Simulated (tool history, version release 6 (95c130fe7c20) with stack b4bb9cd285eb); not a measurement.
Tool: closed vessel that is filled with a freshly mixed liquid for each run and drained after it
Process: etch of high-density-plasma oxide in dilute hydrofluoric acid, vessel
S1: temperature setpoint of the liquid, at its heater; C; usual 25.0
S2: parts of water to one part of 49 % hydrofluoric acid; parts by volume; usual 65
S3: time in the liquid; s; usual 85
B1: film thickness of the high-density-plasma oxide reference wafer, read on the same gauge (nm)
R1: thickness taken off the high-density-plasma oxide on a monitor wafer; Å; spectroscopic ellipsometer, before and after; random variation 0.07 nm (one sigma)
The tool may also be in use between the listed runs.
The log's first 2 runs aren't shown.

{"run": 3, "hour": 96.3, "S1": 25.0, "S2": 65, "S3": 85, "B1": 60.0, "R1": 115.8}
{"run": 4, "hour": 138.6, "S1": 25.0, "S2": 65, "S3": 85, "B1": 60.01, "R1": 117.4}
{"hour": 149.6, "done": "gauge calibrated"}
{"run": 5, "hour": 191.5, "S1": 25.0, "S2": 65, "S3": 85, "B1": 60.0, "R1": 117.6}
{"run": 6, "hour": 234.2, "S1": 25.0, "S2": 65, "S3": 85, "B1": 60.03, "R1": 117.3}
{"run": 7, "hour": 298.8, "S1": 25.0, "S2": 65, "S3": 85, "B1": 60.0, "R1": 117.2}
{"run": 8, "hour": 332.2, "S1": 25.0, "S2": 65, "S3": 85, "B1": 59.96, "R1": 117.5}
{"run": 9, "hour": 401.3, "S1": 25.0, "S2": 65, "S3": 85, "B1": 60.01, "R1": 117.6}
{"run": 10, "hour": 466.4, "S1": 25.0, "S2": 65, "S3": 85, "B1": 60.01, "R1": 117.6}
{"run": 11, "hour": 505.9, "S1": 25.0, "S2": 65, "S3": 85, "B1": 59.99, "R1": 119.0}
{"run": 12, "hour": 576.2, "S1": 25.0, "S2": 65, "S3": 85, "B1": 59.98, "R1": 119.1}
{"run": 13, "hour": 614.9, "S1": 25.0, "S2": 65, "S3": 65, "B1": 60.04, "R1": 91.1}
{"run": 14, "hour": 650.1, "S1": 25.0, "S2": 65, "S3": 65, "B1": 60.0, "R1": 91.6}
{"hour": 686.6, "done": "hydrofluoric acid flow meter replaced"}
{"run": 15, "hour": 705.5, "S1": 25.0, "S2": 65, "S3": 85, "B1": 60.04, "R1": 108.4}
{"run": 16, "hour": 755.0, "S1": 25.0, "S2": 75, "S3": 115, "B1": 60.03, "R1": 126.2}
{"run": 17, "hour": 817.6, "S1": 29.0, "S2": 65, "S3": 50, "B1": 59.99, "R1": 75.6}
{"run": 18, "hour": 866.5, "S1": 25.0, "S2": 65, "S3": 85, "B1": 59.99, "R1": 109.2}
{"run": 19, "hour": 898.5, "S1": 26.5, "S2": 95, "S3": 115, "B1": 60.02, "R1": 104.2}
{"run": 20, "hour": 938.7, "S1": 21.5, "S2": 65, "S3": 85, "B1": 60.02, "R1": 95.5}
{"hour": 983.1, "done": "gauge calibrated"}
{"run": 21, "hour": 999.0, "S1": 26.5, "S2": 75, "S3": 45, "B1": 60.01, "R1": 53.0}
{"run": 22, "hour": 1030.3, "S1": 20.5, "S2": 90, "S3": 115, "B1": 60.0, "R1": 86.4}
{"run": 23, "hour": 1092.0, "S1": 25.0, "S2": 75, "S3": 85, "B1": 60.0, "R1": 94.9}
{"hour": 1105.6, "done": "thermometer replaced"}
{"run": 24, "hour": 1138.7, "S1": 25.0, "S2": 65, "S3": 70, "B1": 59.99, "R1": 91.0}
{"run": 25, "hour": 1180.8, "S1": 25.0, "S2": 65, "S3": 85, "B1": 60.02, "R1": 111.1}

The next listed run, before its measurement:
{"run": 26, "hour": 1221.4, "S1": 22.0, "S2": 65, "S3": 55, "B1": "?", "R1": "?"}

B1: 60.02
R1: 63.0 Å
Without the tool's hidden state the same run would have given R1 60.5 Å.
